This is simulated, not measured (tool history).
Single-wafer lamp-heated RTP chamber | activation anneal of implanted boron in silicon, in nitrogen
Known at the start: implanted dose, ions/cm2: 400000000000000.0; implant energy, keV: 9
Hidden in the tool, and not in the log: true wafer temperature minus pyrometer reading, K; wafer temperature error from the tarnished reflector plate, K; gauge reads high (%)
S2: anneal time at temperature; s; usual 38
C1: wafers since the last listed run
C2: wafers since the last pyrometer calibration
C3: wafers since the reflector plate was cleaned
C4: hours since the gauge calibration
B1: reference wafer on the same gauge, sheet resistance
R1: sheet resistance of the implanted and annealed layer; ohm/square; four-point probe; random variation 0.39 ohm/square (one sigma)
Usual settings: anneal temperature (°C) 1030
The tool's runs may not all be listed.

Run 1, hour 0: usual settings but anneal temperature (°C) 1017; C1 0; C2 2817; C3 796; C4 1675.4; B1 307.89. Result: R1 265.04 ohm/square.
Run 2, hour 59.8: usual settings but anneal temperature (°C) 1017; C1 990; C2 3807; C3 1786; C4 1735.2; B1 307.97. Result: R1 264.63 ohm/square.
Run 3, hour 144.6: usual settings but anneal temperature (°C) 1017; C1 1403; C2 5211; C3 3190; C4 1820; B1 307.92. Result: R1 265.96 ohm/square.
Run 4, hour 203.1: usual settings but S2 43 s; C1 968; C2 6179; C3 4158; C4 1878.5; B1 308.16. Result: R1 263.51 ohm/square.
Run 5, hour 265.2: usual settings but S2 43 s; C1 1028; C2 7207; C3 5186; C4 1940.6; B1 307.95. Result: R1 263.81 ohm/square.
At hour 291.7: pyrometer window cleaned and pyrometer calibrated.
Run 6, hour 321.3: usual settings but S2 43 s; C1 796; C2 489; C3 5983; C4 1996.7; B1 307.89. Result: R1 263.79 ohm/square.
Run 7, hour 380.7: usual settings; C1 983; C2 1473; C3 6966; C4 2056.1; B1 308.14. Result: R1 264.61 ohm/square.
Run 8, hour 537.8: usual settings; C1 2600; C2 4074; C3 9567; C4 2213.2; B1 308.23. Result: R1 263.73 ohm/square.
Run 9, hour 592.8: usual settings; C1 910; C2 4984; C3 10478; C4 2268.2; B1 308.09. Result: R1 264.7 ohm/square.
Run 10, hour 618.9: usual settings but anneal temperature (°C) 1043; C1 432; C2 5416; C3 10910; C4 2294.3; B1 308.16. Result: R1 263.34 ohm/square.
Run 11, hour 648.7: usual settings; C1 493; C2 5910; C3 11403; C4 2324.1; B1 308.15. Result: R1 264.04 ohm/square.
At hour 695.5: gauge calibrated.
At hour 702.1: pyrometer window cleaned and pyrometer calibrated.
Run 12, hour 702.6: usual settings; C1 759; C2 8; C3 12163; C4 7.1; B1 305.44. Result: R1 261.44 ohm/square.
Run 13, hour 749.9: usual settings; C1 783; C2 791; C3 12946; C4 54.4; B1 305.63. Result: R1 262.44 ohm/square.
At hour 798.4: reflector plate cleaned.
Run 14, hour 798.9: usual settings; C1 678; C2 1470; C3 8; C4 103.4; B1 305.81. Result: R1 261.82 ohm/square.
Run 15, hour 824: usual settings; C1 415; C2 1886; C3 423; C4 128.5; B1 305.91. Result: R1 261.69 ohm/square.
Run 16, hour 973.4: usual settings; C1 2473; C2 4359; C3 2897; C4 277.9; B1 306.6. Result: R1 262.39 ohm/square.
Run 17, hour 998: usual settings but anneal temperature (°C) 1043, S2 21 s; C1 407; C2 4766; C3 3304; C4 302.5; B1 306.67. Result: R1 264.36 ohm/square.
Run 18, hour 1033.3: usual settings but anneal temperature (°C) 1022, S2 18 s; C1 584; C2 5351; C3 3888; C4 337.8; B1 306.68. Result: R1 265.44 ohm/square.
Run 19, hour 1091.1: usual settings; C1 956; C2 6308; C3 4845; C4 395.6; B1 306.8. Result: R1 263.06 ohm/square.
At hour 1131.1: pyrometer window cleaned and pyrometer calibrated.
Run 20, hour 1151.6: usual settings but anneal temperature (°C) 1020, S2 54 s; C1 869; C2 339; C3 5714; C4 456.1; B1 306.93. Result: R1 262.65 ohm/square.
Run 21, hour 1199.7: usual settings but anneal temperature (°C) 1046, S2 45 s; C1 796; C2 1136; C3 6511; C4 504.2; B1 306.94. Result: R1 260.76 ohm/square.
Run 22, hour 1232.5: usual settings but anneal temperature (°C) 1049, S2 17 s; C1 543; C2 1679; C3 7054; C4 537; B1 307.13. Result: R1 265.19 ohm/square.
Run 23, hour 1301.6: usual settings but anneal temperature (°C) 1048, S2 17 s; C1 1144; C2 2823; C3 8198; C4 606.1; B1 307.1. Result: R1 265.7 ohm/square.
Run 24, hour 1372.8: usual settings; C1 1178; C2 4002; C3 9377; C4 677.3; B1 307.39. Result: R1 263.42 ohm/square.
Run 25, hour 1437.7: usual settings but anneal temperature (°C) 1005, S2 52 s; C1 1074; C2 5076; C3 10451; C4 742.2; B1 307.59. Result: R1 264.62 ohm/square.
Run 26, hour 1477.1: usual settings but anneal temperature (°C) 1045, S2 45 s; C1 652; C2 5728; C3 11103; C4 781.6; B1 307.66. Result: R1 261.22 ohm/square.
Run 27, hour 1546.1: usual settings but anneal temperature (°C) 1000, S2 18 s; C1 1142; C2 6871; C3 12246; C4 850.6; B1 307.63. Result: R1 269 ohm/square.
At hour 1607.9: reflector plate cleaned.
At hour 1617.4: pyrometer window cleaned and pyrometer calibrated.
Run 28, hour 1688: usual settings but S2 54 s; C1 2084; C2 1169; C3 1193; C4 992.5; B1 307.91. Result: R1 262.02 ohm/square.
Run 29, hour 1728.7: usual settings but anneal temperature (°C) 1001, S2 51 s; C1 673; C2 1842; C3 1867; C4 1033.2; B1 307.99. Result: R1 266.32 ohm/square.

Forecast run 30:
Run 30, hour 1799.2: usual settings but anneal temperature (°C) 1053; C1 1167; C2 3010; C3 3034; C4 1103.7; B1 ?. Result: R1 ?.

{"run 30": {"B1": 307.99, "R1": 262.23}}
Without the tool's hidden state the same run would have given R1 259.62 ohm/square.
